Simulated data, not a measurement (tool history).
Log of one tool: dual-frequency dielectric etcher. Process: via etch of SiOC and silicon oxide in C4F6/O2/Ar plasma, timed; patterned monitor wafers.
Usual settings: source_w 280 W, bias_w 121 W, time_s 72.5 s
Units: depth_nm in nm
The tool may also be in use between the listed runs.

run    hour  source_w  bias_w  time_s  wafers since the last listed run  hours since the last wet clean  hours since the last source power generator calibration  hours since the last bias power generator calibration  hours since the last upper electrode change  hours since the gauge calibration  read-back reference wafer on the same gauge, depth_nm  depth_nm
  1       0       280     112    72.5                                 0                            67.4                                                     1123                                                 3054.6                                       2269.2                             1057.4                                                   51.1      60.8
  2    48.1       280     100    72.5                               551                           115.5                                                   1171.1                                                 3102.7                                       2317.3                             1105.5                                                   51.1      58.8
  3   140.3       280     100    72.5                              1057                           207.7                                                   1263.3                                                 3194.9                                       2409.5                             1197.7                                                   51.2      58.8
  4   167.6       280     100    72.5                               312                             235                                                   1290.6                                                 3222.2                                       2436.8                               1225                                                   51.2      58.9
  5   225.5       250     121    72.5                               663                           292.9                                                   1348.5                                                 3280.1                                       2494.7                             1282.9                                                   51.1      60.6
      368.5  -- wet clean of the chamber
  6   408.3       250     121    72.5                              1820                            39.8                                                   1531.3                                                 3462.9                                       2677.5                             1465.7                                                   51.1      60.9
  7   435.5       280     121    61.5                               311                              67                                                   1558.5                                                 3490.1                                       2704.7                             1492.9                                                   51.1      52.9
  8   466.5       280     121    61.5                               355                              98                                                   1589.5                                                 3521.1                                       2735.7                             1523.9                                                   51.1      53.1
  9   500.1       280     121    72.5                               385                           131.6                                                   1623.1                                                 3554.7                                       2769.3                             1557.5                                                   51.1      62.4
      531.8  -- gauge calibrated
 10   567.8       280     121    72.5                               776                           199.3                                                   1690.8                                                 3622.4                                         2837                                 36                                                   51.1      62.3
 11   593.6       240     121    64.5                               295                           225.1                                                   1716.6                                                 3648.2                                       2862.8                               61.8                                                     51        54
      633.1  -- upper electrode replaced
 12   640.8       240     121    64.5                               265                           272.3                                                   1763.8                                                 3695.4                                          7.7                                109                                                   51.1      53.9
 13   669.2       240     121    64.5                               325                           300.7                                                   1792.2                                                 3723.8                                         36.1                              137.4                                                   51.1      53.5
      687.7  -- source power generator calibrated
 14   712.6       280     121    72.5                               451                           344.1                                                     24.9                                                 3767.2                                         79.5                              180.8                                                   51.1      62.7
 15   747.7       280     121      91                               402                           379.2                                                       60                                                 3802.3                                        114.6                              215.9                                                   51.1      78.1
 16   775.1       350     104    72.5                               314                           406.6                                                     87.4                                                 3829.7                                          142                              243.3                                                   51.1      62.4
 17     812       340     111      64                               423                           443.5                                                    124.3                                                 3866.6                                        178.9                              280.2                                                   51.1      55.7
      853.9  -- bias power generator calibrated
      858.5  -- wet clean of the chamber
 18     859       230     121    72.5                               439                             0.5                                                    171.3                                                    5.1                                        225.9                              327.2                                                     51      59.8
 19   910.8       280     150      91                               593                            52.3                                                    223.1                                                   56.9                                        277.7                                379                                                   51.1      83.8
 20   971.5       280     121    72.5                               695                             113                                                    283.8                                                  117.6                                        338.4                              439.7                                                   51.1      62.2
 21  1043.3       340     121      81                               823                           184.8                                                    355.6                                                  189.4                                        410.2                              511.5                                                   51.1      72.4
 22    1097       330     100    72.5                               615                           238.5                                                    409.3                                                  243.1                                        463.9                              565.2                                                   51.1      60.9
       1326  -- wet clean of the chamber
 23  1326.5       280     121    72.5                              2356                             0.5                                                    638.8                                                  472.6                                        693.4                              794.7                                                   51.1      62.2
 24  1344.8       280     137      79                               209                            18.8                                                    657.1                                                  490.9                                        711.7                                813                                                     51      70.7
 25  1415.6       230     140      94                               811                            89.6                                                    727.9                                                  561.7                                        782.5                              883.8                                                   51.1      81.1
 26  1470.5       330     145      83                               629                           144.5                                                    782.8                                                  616.6                                        837.4                              938.7                                                   51.1        78
 27  1528.3       340     121    72.5                               662                           202.3                                                    840.6                                                  674.4                                        895.2                              996.5                                                   51.1      64.7
 28  1599.9       280     121    72.5                               820                           273.9                                                    912.2                                                    746                                        966.8                             1068.1                                                   51.1      62.2
 29  1669.1       350     106    66.5                               793                           343.1                                                    981.4                                                  815.2                                         1036                             1137.3                                                   51.1      57.6
 30  1721.5       280     101      56                               600                           395.5                                                   1033.8                                                  867.6                                       1088.4                             1189.7                                                   51.1      45.4

What the log doesn't show, run by run:
etch rate over this chamber's usual, %: 0 in every run
source power that arrives over what is set, %: 0 in every run
bias power that arrives over what is set, %: 0 in every run
gauge reads high (%): 0 in every run
